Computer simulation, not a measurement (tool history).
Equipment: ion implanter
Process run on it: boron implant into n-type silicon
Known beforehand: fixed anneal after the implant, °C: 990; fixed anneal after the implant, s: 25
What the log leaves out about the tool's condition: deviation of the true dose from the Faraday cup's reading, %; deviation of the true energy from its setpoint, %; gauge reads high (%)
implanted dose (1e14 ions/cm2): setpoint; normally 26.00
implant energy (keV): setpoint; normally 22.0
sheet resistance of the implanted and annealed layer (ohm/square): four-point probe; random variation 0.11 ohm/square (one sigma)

run   hour  implanted dose (1e14 ions/cm2)  implant energy (keV)  wafers since the last listed run  hours since the last dose calibration  hours since the extraction supply was calibrated  hours since the gauge calibration  read-back reference wafer on the same gauge, sheet resistance  sheet resistance of the implanted and annealed layer (ohm/square)
  1    0.0                           26.00                  22.0                                 0                                 1908.6                                            5769.1                              302.4                                                          72.09                                                              73.14
  2   13.0                           26.00                  22.0                               252                                 1921.6                                            5782.1                              315.4                                                          72.09                                                              72.82
  3   45.9                           27.74                  22.0                               638                                 1954.5                                            5815.0                              348.3                                                          72.14                                                              71.41
  4   67.7                           27.74                  22.0                               423                                 1976.3                                            5836.8                              370.1                                                          72.11                                                              71.16
  5   97.1                           27.74                  22.0                               570                                 2005.7                                            5866.2                              399.5                                                          72.09                                                              71.28
  6  127.4                           26.00                  22.0                               587                                 2036.0                                            5896.5                              429.8                                                          72.09                                                              73.10
  7  157.3                           26.00                  22.0                               580                                 2065.9                                            5926.4                              459.7                                                          72.09                                                              72.59
  8  192.1                           26.00                  22.0                               675                                 2100.7                                            5961.2                              494.5                                                          72.10                                                              72.69
  9  205.5                           26.00                  22.0                               260                                 2114.1                                            5974.6                              507.9                                                          72.11                                                              72.96
 10  233.0                           26.00                  22.0                               533                                 2141.6                                            6002.1                              535.4                                                          72.08                                                              72.84
 11  256.5                           26.00                  22.0                               456                                 2165.1                                            6025.6                              558.9                                                          72.13                                                              72.65
 12  270.5                           26.00                  22.0                               271                                 2179.1                                            6039.6                              572.9                                                          72.10                                                              72.61
 13  283.7                           26.00                  22.0                               256                                 2192.3                                            6052.8                              586.1                                                          72.09                                                              72.62
 14  308.7                           26.00                  22.0                               485                                 2217.3                                            6077.8                              611.1                                                          72.11                                                              72.83
 15  335.9                           26.00                  22.0                               527                                 2244.5                                            6105.0                              638.3                                                          72.10                                                              72.66
     358.3  -- gauge calibrated
 16  360.7                           26.00                  22.0                               481                                 2269.3                                            6129.8                                2.4                                                          72.12                                                              72.54
 17  376.9                           20.04                  18.0                               314                                 2285.5                                            6146.0                               18.6                                                          72.12                                                              86.38
 18  396.1                           32.24                  17.5                               372                                 2304.7                                            6165.2                               37.8                                                          72.12                                                              76.49
 19  431.4                           21.07                  19.0                               684                                 2340.0                                            6200.5                               73.1                                                          72.11                                                              83.10
     452.1  -- extraction supply calibrated
 20  452.6                           19.38                  27.0                               256                                 2361.2                                               0.5                               94.3                                                          72.09                                                              78.02
 21  481.3                           29.96                  28.5                               556                                 2389.9                                              29.2                              123.0                                                          72.13                                                              62.36
 22  506.8                           19.63                  29.5                               494                                 2415.4                                              54.7                              148.5                                                          72.11                                                              76.12
 23  524.0                           28.88                  24.0                               333                                 2432.6                                              71.9                              165.7                                                          72.11                                                              67.36
     547.1  -- Faraday cup replaced and dose calibrated
 24  547.6                           26.00                  22.0                               302                                    0.5                                              95.5                              189.3                                                          72.08                                                              74.14
 25  557.1                           30.29                  15.0                               184                                   10.0                                             105.0                              198.8                                                          72.09                                                              84.90
 26  582.1                           26.00                  22.0                               485                                   35.0                                             130.0                              223.8                                                          72.11                                                              74.24
 27  613.7                           26.00                  22.0                               613                                   66.6                                             161.6                              255.4                                                          72.12                                                              73.98
 28  635.2                           33.65                  19.0                               417                                   88.1                                             183.1                              276.9                                                          72.11                                                              73.50
 29  660.0                           28.01                  27.0                               481                                  112.9                                             207.9                              301.7                                                          72.12                                                              66.90
 30  681.6                           27.74                  22.0                               419                                  134.5                                             229.5                              323.3                                                          72.07                                                              72.43
 31  716.3                           23.48                  24.0                               673                                  169.2                                             264.2                              358.0                                                          72.07                                                              75.25
 32  788.3                           28.01                  28.5                              1397                                  241.2                                             336.2                              430.0                                                          72.10                                                              65.65
 33  808.5                           32.56                  28.0                               391                                  261.4                                             356.4                              450.2                                                          72.10                                                              62.30

Forecast each of these 4 alternatives for the next run:
  A  808.9                           26.00                  22.0                                 7                                  261.8                                             356.8                              450.6                                                              ?                                                                  ?
  B  808.9                           21.34                  24.5                                 7                                  261.8                                             356.8                              450.6                                                              ?                                                                  ?
  C  808.9                           30.97                  18.0                                 7                                  261.8                                             356.8                              450.6                                                              ?                                                                  ?
  D  808.9                           20.17                  15.5                                 7                                  261.8                                             356.8                              450.6                                                              ?                                                                  ?

run  read-back reference wafer on the same gauge, sheet resistance  sheet resistance of the implanted and annealed layer (ohm/square)
  A                                                          72.13                                                              74.05
  B                                                          72.13                                                              78.31
  C                                                          72.13                                                              76.72
  D                                                          72.13                                                              93.17
Without the tool's unlogged condition, the same runs would have read:
run  sheet resistance of the implanted and annealed layer (ohm/square)
  A                                                              73.89
  B                                                              78.08
  C                                                              76.62
  D                                                              92.98
